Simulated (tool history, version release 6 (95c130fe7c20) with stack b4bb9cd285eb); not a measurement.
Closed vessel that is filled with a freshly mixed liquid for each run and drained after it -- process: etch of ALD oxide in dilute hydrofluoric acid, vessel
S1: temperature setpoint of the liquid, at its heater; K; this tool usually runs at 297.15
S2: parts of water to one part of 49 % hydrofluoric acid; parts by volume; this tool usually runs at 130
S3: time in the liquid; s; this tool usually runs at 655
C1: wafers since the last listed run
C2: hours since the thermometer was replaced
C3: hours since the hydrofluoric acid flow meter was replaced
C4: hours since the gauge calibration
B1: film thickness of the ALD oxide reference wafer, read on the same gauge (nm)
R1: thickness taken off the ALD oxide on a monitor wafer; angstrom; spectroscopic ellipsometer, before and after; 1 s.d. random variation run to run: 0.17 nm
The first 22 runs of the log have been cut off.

| run | hour | S1 | S2 | S3 | C1 | C2 | C3 | C4 | B1 | R1 |
|---|---|---|---|---|---|---|---|---|---|---|
| 23 | 656.5 | 297.15 | 130 | 655 | 1284 | 90.2 | 140.4 | 177.8 | 89.99 | 526.3 |
| 24 | 687.1 | 297.15 | 155 | 655 | 2568 | 120.8 | 171 | 208.4 | 89.99 | 429.3 |
| 25 | 721 | 301.15 | 195 | 1035 | 2845 | 154.7 | 204.9 | 242.3 | 90.02 | 594.6 |
| 26 | 746.7 | 297.15 | 130 | 655 | 2156 | 180.4 | 230.6 | 268 | 90 | 528.8 |
| 27 | 775.8 | 297.15 | 110 | 370 | 2442 | 209.5 | 259.7 | 297.1 | 90 | 359.5 |
| 28 | 811.5 | 294.65 | 130 | 290 | 2996 | 245.2 | 295.4 | 332.8 | 90 | 211.7 |
| 29 | 824.8 | 297.15 | 130 | 655 | 1116 | 258.5 | 308.7 | 346.1 | 90.01 | 529.2 |
| 30 | 845 | 297.15 | 130 | 655 | 1695 | 278.7 | 328.9 | 366.3 | 90 | 528.7 |
| 31 | 880.7 | 297.15 | 130 | 655 | 2996 | 314.4 | 364.6 | 402 | 89.98 | 529 |
| 32 | 913.8 | 301.65 | 85 | 310 | 2778 | 347.5 | 397.7 | 435.1 | 90 | 486.3 |
| 33 | 934.4 | 297.15 | 130 | 890 | 1728 | 368.1 | 418.3 | 455.7 | 90.01 | 718.6 |
| 34 | 952 | 299.15 | 130 | 790 | 1477 | 385.7 | 435.9 | 473.3 | 89.99 | 687.3 |

Consider 4 possible next runs. They are alternatives, not a sequence: every one starts from the tool as it was left by run 34. What does each give?
| A | 952.8 | 297.15 | 130 | 655 | 67 | 386.5 | 436.7 | 474.1 | ? | ? |
| B | 952.8 | 300.15 | 95 | 435 | 67 | 386.5 | 436.7 | 474.1 | ? | ? |
| C | 952.8 | 295.15 | 165 | 915 | 67 | 386.5 | 436.7 | 474.1 | ? | ? |
| D | 952.8 | 298.65 | 190 | 450 | 67 | 386.5 | 436.7 | 474.1 | ? | ? |

| run | B1 | R1 |
|---|---|---|
| A | 90.02 | 527.3 |
| B | 90.02 | 562.3 |
| C | 90.02 | 516.5 |
| D | 90.02 | 244.7 |
Without the tool's unlogged condition, the same runs would have read:
| run | R1 |
|---|---|
| A | 523.9 |
| B | 558.6 |
| C | 513.1 |
| D | 243.2 |
